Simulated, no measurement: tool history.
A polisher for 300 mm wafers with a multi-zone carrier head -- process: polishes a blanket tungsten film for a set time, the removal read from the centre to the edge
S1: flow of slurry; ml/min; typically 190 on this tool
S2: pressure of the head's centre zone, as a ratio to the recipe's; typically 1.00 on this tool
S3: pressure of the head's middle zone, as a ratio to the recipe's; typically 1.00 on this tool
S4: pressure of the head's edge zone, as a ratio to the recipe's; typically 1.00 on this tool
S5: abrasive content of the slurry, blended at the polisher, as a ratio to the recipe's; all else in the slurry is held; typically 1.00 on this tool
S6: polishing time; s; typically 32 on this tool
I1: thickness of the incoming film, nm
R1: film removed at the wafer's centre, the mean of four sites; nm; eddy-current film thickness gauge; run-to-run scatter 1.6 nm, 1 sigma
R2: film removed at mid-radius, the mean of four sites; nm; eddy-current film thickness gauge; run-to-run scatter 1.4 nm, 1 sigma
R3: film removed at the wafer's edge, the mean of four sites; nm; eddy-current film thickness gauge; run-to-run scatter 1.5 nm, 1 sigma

run   hour   S1    S2    S3    S4    S5  S6      I1     R1     R2     R3
  1    0.0  190  1.00  1.00  1.00  0.75  35  1332.6  183.1  186.2  181.7
  2   44.3  190  1.00  1.00  0.94  0.80  42  1337.9  224.8  225.8  215.3
  3   87.7  160  1.00  0.94  1.06  1.10  32  1341.2  175.3  168.8  180.0
     162.0  -- worn pad replaced by a new one
     201.8  -- centre zone pressure recalibrated
  4  202.2  190  1.00  1.00  1.00  1.00  32  1345.4  176.6  179.4  173.1
     257.4  -- slurry nozzle cleaned
  5  259.7  190  1.00  1.00  0.94  1.00  32  1340.2  186.5  185.5  176.7
  6  311.0  190  1.00  1.00  1.00  1.00  32  1328.5  182.0  185.0  180.4
  7  355.4  190  1.00  1.00  0.89  1.00  43  1308.5  242.3  248.0  230.6
  8  422.4  190  0.92  1.05  1.04  1.30  32  1336.6  174.6  201.9  192.8
     445.5  -- edge zone pressure recalibrated
  9  469.9  190  0.92  1.00  1.00  1.00  32  1324.8  166.0  183.4  175.8
 10  501.0  190  1.00  1.00  1.00  1.00  32  1311.7  180.1  182.9  177.1
 11  546.5  155  1.00  1.12  0.95  1.00  32  1318.9  170.4  192.5  171.5
 12  575.8  170  1.00  0.88  1.00  1.00  29  1342.6  158.3  146.1  157.4
 13  599.9  245  1.00  1.00  1.00  1.00  32  1332.5  186.7  186.2  180.6
 14  642.4  190  1.00  1.00  0.92  1.15  32  1326.8  182.8  185.9  174.9
     656.2  -- slurry nozzle cleaned
     670.5  -- worn pad replaced by a new one
 15  671.7  190  1.00  1.00  0.89  1.20  37  1346.3  221.5  222.5  204.4
     698.4  -- centre zone pressure recalibrated
 16  714.3  230  0.96  1.00  0.91  1.00  39  1339.2  219.2  232.9  214.1
 17  739.4  190  1.00  1.00  1.00  1.00  32  1334.4  180.7  182.2  178.5
 18  768.0  190  1.00  0.94  1.00  1.00  32  1340.4  180.4  176.8  178.4
 19  815.2  190  1.00  1.00  0.90  0.85  32  1330.7  177.1  175.7  165.7
 20  856.6  190  1.00  1.00  1.00  0.80  32  1333.3  171.1  173.2  171.8
 21  892.7  190  1.00  1.00  1.00  1.00  32  1307.6  182.8  180.4  179.8
 22  942.0  190  1.10  1.00  1.00  1.25  22  1303.8  141.6  131.9  127.2

Branching from run 22: 3 alternative next runs. What would each branch give?
  A  942.4  190  1.00  1.00  1.00  1.00  32  1329.7   ?   ?   ?
  B  942.4  190  1.00  1.00  1.04  1.00  32  1329.7   ?   ?   ?
  C  942.4  190  1.00  1.00  1.00  0.90  32  1329.7   ?   ?   ?

run     R1     R2     R3
  A  177.1  182.0  174.3
  B  177.1  182.0  177.1
  C  173.2  178.1  170.5
Without the tool's unlogged condition, the same runs would have read:
run     R1     R2     R3
  A  183.3  187.7  178.3
  B  183.3  187.7  181.2
  C  179.3  183.7  174.4
